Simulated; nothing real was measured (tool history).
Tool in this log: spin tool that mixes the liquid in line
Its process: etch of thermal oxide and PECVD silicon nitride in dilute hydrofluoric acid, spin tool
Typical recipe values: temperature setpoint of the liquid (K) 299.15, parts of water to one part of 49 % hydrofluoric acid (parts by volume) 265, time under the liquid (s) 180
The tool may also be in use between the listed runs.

run,hour,temperature setpoint of the liquid (K),parts of water to one part of 49 % hydrofluoric acid (parts by volume),time under the liquid (s),wafers since the last listed run,hours since the thermometer was replaced,hours since the hydrofluoric acid flow meter was replaced,hours since the gauge calibration,"read-back film thickness of the thermal oxide reference wafer, read on the same gauge (nm)","read-back film thickness of the PECVD silicon nitride reference wafer, read on the same gauge (nm)",thickness taken off the thermal oxide on a monitor wafer (angstrom),thickness taken off the PECVD silicon nitride on a monitor wafer (angstrom)
1,0,299.15,265,180,0,979.2,1479.9,1753,99.987,79.976,28.97,39.32
2,70.8,299.15,265,180,624,1050,1550.7,1823.8,99.994,80.007,29.04,39.15
3,388.1,299.15,265,180,2800,1367.3,1868,2141.1,100.011,80.042,28.75,38.27
4,453.9,299.15,265,180,580,1433.1,1933.8,2206.9,99.995,79.994,29.2,38.16
5,496.6,299.15,265,180,376,1475.8,1976.5,2249.6,99.991,79.983,29.12,38
6,567.6,299.15,265,180,626,1546.8,2047.5,2320.6,99.988,80.027,28.53,38.02
7,629.6,299.15,265,180,547,1608.8,2109.5,2382.6,100.023,79.984,29.24,37.82
8,700.8,299.15,265,180,628,1680,2180.7,2453.8,99.983,80.033,28.58,37.79
# hour 716.2: hydrofluoric acid flow meter replaced
9,799,297.65,375,180,857,1778.2,82.8,2552,100,79.969,16.38,23.06
10,900.9,295.15,185,180,899,1880.1,184.7,2653.9,100.037,80.004,35.65,38.6
# hour 922.8: thermometer replaced
11,994.3,304.15,220,275,815,71.5,278.1,2747.3,99.99,80.027,67.57,103.92
12,1205.4,299.15,265,180,1863,282.6,489.2,2958.4,99.955,79.984,29.4,41.3
13,1287.9,299.15,230,270,728,365.1,571.7,3040.9,99.999,80.004,52.57,70.92
14,1351.1,299.15,175,180,557,428.3,634.9,3104.1,100,79.984,49.79,61.77
15,1453.9,299.15,265,180,907,531.1,737.7,3206.9,100.004,80.01,29.23,40.89
# hour 1590.9: gauge calibrated
16,1696.9,301.65,195,115,2144,774.1,980.7,106,99.997,79.982,29.92,40.31
17,1784.5,294.65,265,180,773,861.7,1068.3,193.6,99.995,80.011,24.43,29.72
18,1852,302.65,265,230,595,929.2,1135.8,261.1,99.99,80.022,42.13,61.85
19,1896.3,299.15,265,180,390,973.5,1180.1,305.4,100.014,79.997,29.28,39.14
20,1938.1,296.65,170,220,368,1015.3,1221.9,347.2,100.021,80.014,54.84,63.15
21,1979.7,296.15,325,220,367,1056.9,1263.5,388.8,100.031,79.984,24.43,32.36
22,2079.9,302.65,265,125,884,1157.1,1363.7,489,100.025,80.017,22.75,33.26
23,2162.7,302.15,265,180,730,1239.9,1446.5,571.8,100.028,79.978,32.43,46.16
24,2229.1,299.15,265,180,586,1306.3,1512.9,638.2,99.987,79.981,29.31,38.31
25,2312.4,299.15,170,140,735,1389.6,1596.2,721.5,100.015,79.97,38.86,46.24
26,2381.2,302.15,265,95,607,1458.4,1665,790.3,100.007,79.971,16.92,24.22

Branching from run 26: 3 alternative next runs. What would each branch give?
A,2381.7,303.65,265,180,4,1458.9,1665.5,790.8,?,?,?,?
B,2381.7,296.15,340,210,4,1458.9,1665.5,790.8,?,?,?,?
C,2381.7,302.15,365,110,4,1458.9,1665.5,790.8,?,?,?,?

run,"read-back film thickness of the thermal oxide reference wafer, read on the same gauge (nm)","read-back film thickness of the PECVD silicon nitride reference wafer, read on the same gauge (nm)",thickness taken off the thermal oxide on a monitor wafer (angstrom),thickness taken off the PECVD silicon nitride on a monitor wafer (angstrom)
A,99.986,80.007,33.43,49.91
B,99.986,80.007,21.8,28.76
C,99.986,80.007,12.77,20.19
With no hidden state in the tool, these same runs would have given:
run,thickness taken off the thermal oxide on a monitor wafer (angstrom),thickness taken off the PECVD silicon nitride on a monitor wafer (angstrom)
A,34.13,54.8
B,22.34,31.87
C,12.96,22.12

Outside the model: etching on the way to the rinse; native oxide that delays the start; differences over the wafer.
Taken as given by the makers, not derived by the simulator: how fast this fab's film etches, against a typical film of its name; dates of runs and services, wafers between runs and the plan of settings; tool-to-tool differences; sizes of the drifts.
